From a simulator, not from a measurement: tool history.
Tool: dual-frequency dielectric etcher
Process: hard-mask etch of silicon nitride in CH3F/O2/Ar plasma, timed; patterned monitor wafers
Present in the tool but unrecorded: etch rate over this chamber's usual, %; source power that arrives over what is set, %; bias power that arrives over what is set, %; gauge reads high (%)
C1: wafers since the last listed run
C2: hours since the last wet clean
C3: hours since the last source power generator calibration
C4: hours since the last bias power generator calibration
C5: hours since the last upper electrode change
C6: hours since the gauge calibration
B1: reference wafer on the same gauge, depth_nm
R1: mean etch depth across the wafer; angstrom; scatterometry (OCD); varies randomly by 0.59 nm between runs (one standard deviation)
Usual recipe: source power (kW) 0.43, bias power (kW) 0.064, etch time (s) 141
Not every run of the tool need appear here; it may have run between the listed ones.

Run 1, hour 0: usual settings but source power (kW) 0.51; C1 0; C2 543.5; C3 769.7; C4 1466.8; C5 2238.1; C6 374.1; B1 112.1. Result: R1 1068 angstrom.
At hour 1.2: wet clean of the chamber.
Run 2, hour 50.2: usual settings; C1 392; C2 49; C3 819.9; C4 1517; C5 2288.3; C6 424.3; B1 112. Result: R1 984 angstrom.
Run 3, hour 103.8: usual settings; C1 428; C2 102.6; C3 873.5; C4 1570.6; C5 2341.9; C6 477.9; B1 111.9. Result: R1 986 angstrom.
Run 4, hour 143: usual settings; C1 313; C2 141.8; C3 912.7; C4 1609.8; C5 2381.1; C6 517.1; B1 112.1. Result: R1 980 angstrom.
Run 5, hour 212.9: usual settings; C1 558; C2 211.7; C3 982.6; C4 1679.7; C5 2451; C6 587; B1 112.2. Result: R1 984 angstrom.
Run 6, hour 303.1: usual settings; C1 721; C2 301.9; C3 1072.8; C4 1769.9; C5 2541.2; C6 677.2; B1 112.1. Result: R1 993 angstrom.
Run 7, hour 409.1: usual settings but etch time (s) 113.5; C1 847; C2 407.9; C3 1178.8; C4 1875.9; C5 2647.2; C6 783.2; B1 112.1. Result: R1 792 angstrom.
Run 8, hour 483.9: usual settings; C1 597; C2 482.7; C3 1253.6; C4 1950.7; C5 2722; C6 858; B1 112. Result: R1 981 angstrom.
Run 9, hour 540.1: usual settings; C1 449; C2 538.9; C3 1309.8; C4 2006.9; C5 2778.2; C6 914.2; B1 111.9. Result: R1 983 angstrom.
At hour 590.6: wet clean of the chamber.
Run 10, hour 616.5: usual settings; C1 418; C2 25.9; C3 1386.2; C4 2083.3; C5 2854.6; C6 990.6; B1 112.1. Result: R1 978 angstrom.
Run 11, hour 711.2: usual settings; C1 757; C2 120.6; C3 1480.9; C4 2178; C5 2949.3; C6 1085.3; B1 112. Result: R1 981 angstrom.
Run 12, hour 778.6: usual settings; C1 538; C2 188; C3 1548.3; C4 2245.4; C5 3016.7; C6 1152.7; B1 112. Result: R1 984 angstrom.
At hour 783.1: gauge calibrated.
At hour 841.7: bias power generator calibrated.
Run 13, hour 857.8: usual settings but etch time (s) 164.5; C1 601; C2 267.2; C3 1627.5; C4 16.1; C5 3095.9; C6 74.7; B1 112.1. Result: R1 1151 angstrom.
Run 14, hour 960.3: usual settings; C1 819; C2 369.7; C3 1730; C4 118.6; C5 3198.4; C6 177.2; B1 112. Result: R1 981 angstrom.
At hour 973.6: source power generator calibrated.
Run 15, hour 1013.5: usual settings but bias power (kW) 0.069; C1 393; C2 422.9; C3 39.9; C4 171.8; C5 3251.6; C6 230.4; B1 112.1. Result: R1 1027 angstrom.
Run 16, hour 1078.1: usual settings; C1 516; C2 487.5; C3 104.5; C4 236.4; C5 3316.2; C6 295; B1 112. Result: R1 1006 angstrom.
Run 17, hour 1125.2: usual settings but source power (kW) 0.4, bias power (kW) 0.072, etch time (s) 172; C1 376; C2 534.6; C3 151.6; C4 283.5; C5 3363.3; C6 342.1; B1 111.8. Result: R1 1208 angstrom.
At hour 1297.4: wet clean of the chamber.
Run 18, hour 1297.9: usual settings but etch time (s) 172.5; C1 1188; C2 0.5; C3 324.3; C4 456.2; C5 3536; C6 514.8; B1 111.9. Result: R1 1223 angstrom.
Run 19, hour 1350.5: usual settings; C1 420; C2 53.1; C3 376.9; C4 508.8; C5 3588.6; C6 567.4; B1 112. Result: R1 1008 angstrom.
At hour 1415: upper electrode replaced.
Run 20, hour 1417.9: usual settings but etch time (s) 162.5; C1 346; C2 120.5; C3 444.3; C4 576.2; C5 2.9; C6 634.8; B1 112. Result: R1 1150 angstrom.
Run 21, hour 1504.2: usual settings but bias power (kW) 0.074; C1 689; C2 206.8; C3 530.6; C4 662.5; C5 89.2; C6 721.1; B1 112. Result: R1 1033 angstrom.
Run 22, hour 1576.3: usual settings but source power (kW) 0.49, bias power (kW) 0.076; C1 576; C2 278.9; C3 602.7; C4 734.6; C5 161.3; C6 793.2; B1 112.2. Result: R1 1103 angstrom.
Run 23, hour 1629.1: usual settings but source power (kW) 0.52, bias power (kW) 0.071, etch time (s) 111; C1 422; C2 331.7; C3 655.5; C4 787.4; C5 214.1; C6 846; B1 112. Result: R1 877 angstrom.
Run 24, hour 1710: usual settings but source power (kW) 0.36; C1 646; C2 412.6; C3 736.4; C4 868.3; C5 295; C6 926.9; B1 112. Result: R1 897 angstrom.
Run 25, hour 1783.2: usual settings but source power (kW) 0.5; C1 585; C2 485.8; C3 809.6; C4 941.5; C5 368.2; C6 1000.1; B1 112. Result: R1 1073 angstrom.
Run 26, hour 1873.4: usual settings but source power (kW) 0.51; C1 721; C2 576; C3 899.8; C4 1031.7; C5 458.4; C6 1090.3; B1 112. Result: R1 1083 angstrom.
At hour 1918.1: gauge calibrated.
At hour 1976: wet clean of the chamber.
Run 27, hour 1976.5: usual settings but source power (kW) 0.38, bias power (kW) 0.059, etch time (s) 99.5; C1 632; C2 0.5; C3 1002.9; C4 1134.8; C5 561.5; C6 58.4; B1 112. Result: R1 642 angstrom.

Branching from run 27: 5 alternative next runs. What would each branch give?
Run A, hour 1977: usual settings; C1 3; C2 1; C3 1003.4; C4 1135.3; C5 562; C6 58.9; B1 ?. Result: R1 ?.
Run B, hour 1977: usual settings but source power (kW) 0.4, bias power (kW) 0.049; C1 3; C2 1; C3 1003.4; C4 1135.3; C5 562; C6 58.9; B1 ?. Result: R1 ?.
Run C, hour 1977: usual settings but source power (kW) 0.53, bias power (kW) 0.052; C1 3; C2 1; C3 1003.4; C4 1135.3; C5 562; C6 58.9; B1 ?. Result: R1 ?.
Run D, hour 1977: usual settings but bias power (kW) 0.051, etch time (s) 165; C1 3; C2 1; C3 1003.4; C4 1135.3; C5 562; C6 58.9; B1 ?. Result: R1 ?.
Run E, hour 1977: usual settings but source power (kW) 0.35, bias power (kW) 0.077, etch time (s) 108; C1 3; C2 1; C3 1003.4; C4 1135.3; C5 562; C6 58.9; B1 ?. Result: R1 ?.

run     B1    R1
  A  111.8   989
  B  111.8   901
  C  111.8  1055
  D  111.8  1104
  E  111.8   707
Take away the tool's hidden state, keep each run's random variation, and the runs would have read:
run    R1
  A  1007
  B   918
  C  1075
  D  1125
  E   720
